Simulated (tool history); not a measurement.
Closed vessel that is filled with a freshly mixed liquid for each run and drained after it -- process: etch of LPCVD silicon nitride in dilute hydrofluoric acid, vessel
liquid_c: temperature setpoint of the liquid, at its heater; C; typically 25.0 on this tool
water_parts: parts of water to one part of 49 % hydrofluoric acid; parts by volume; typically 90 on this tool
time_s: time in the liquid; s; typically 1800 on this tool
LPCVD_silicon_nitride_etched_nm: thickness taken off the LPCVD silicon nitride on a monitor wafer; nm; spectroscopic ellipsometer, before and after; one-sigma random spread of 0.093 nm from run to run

run,hour,liquid_c,water_parts,time_s,"read-back film thickness of the LPCVD silicon nitride reference wafer, read on the same gauge (nm)",LPCVD_silicon_nitride_etched_nm
1,0.0,25.0,70,1800,79.99,14.46
# hour 66.1: hydrofluoric acid flow meter replaced
2,103.2,25.0,90,1800,80.01,11.18
3,171.4,25.0,90,1800,80.02,11.13
4,473.2,25.0,90,1800,80.03,11.29
5,573.6,22.5,90,1800,80.04,9.61
6,681.6,22.5,90,1800,80.00,9.48
7,760.1,22.5,90,1800,79.98,9.35
# hour 780.4: hydrofluoric acid flow meter replaced
8,858.3,25.0,90,1800,80.03,11.07
9,928.0,26.0,90,1800,79.99,11.93
10,999.3,26.0,90,1800,80.00,11.97
11,1051.0,25.0,90,1220,80.00,7.67
# hour 1121.4: gauge calibrated
12,1153.8,25.0,90,1220,79.98,7.54
13,1256.1,25.0,90,1220,80.01,7.58
# hour 1281.2: thermometer replaced
14,1297.4,25.0,90,1800,80.02,11.25
15,1385.4,22.0,90,1800,80.04,9.04
16,1437.9,22.5,90,1800,80.00,9.37
# hour 1509.9: hydrofluoric acid flow meter replaced
17,1530.0,25.0,110,1800,79.97,9.13
18,1624.1,25.0,90,1800,80.00,11.38
19,1729.4,25.0,65,1155,80.03,10.00
20,1798.7,27.0,90,2400,79.99,17.19
21,1869.2,25.0,60,1800,80.00,16.79
22,1908.9,22.5,90,1800,80.01,9.56
23,2002.8,25.0,125,2490,80.01,11.17
24,2053.5,20.0,55,935,79.98,6.76
25,2130.3,28.5,125,775,79.98,4.36
26,2199.7,25.0,90,1800,80.00,11.18
27,2277.6,25.0,90,1800,80.01,11.33

Below are 3 alternative next runs, each starting from the tool's condition after run 27. Predict each:
A,2278.8,25.0,55,1800,?,?
B,2278.8,21.5,120,1215,?,?
C,2278.8,29.5,125,2115,?,?

run,"read-back film thickness of the LPCVD silicon nitride reference wafer, read on the same gauge (nm)",LPCVD_silicon_nitride_etched_nm
A,80.01,18.28
B,80.01,4.54
C,80.01,12.70
With the hidden condition removed and each run's random variation left untouched, the same runs would have given:
run,LPCVD_silicon_nitride_etched_nm
A,18.28
B,4.54
C,12.70
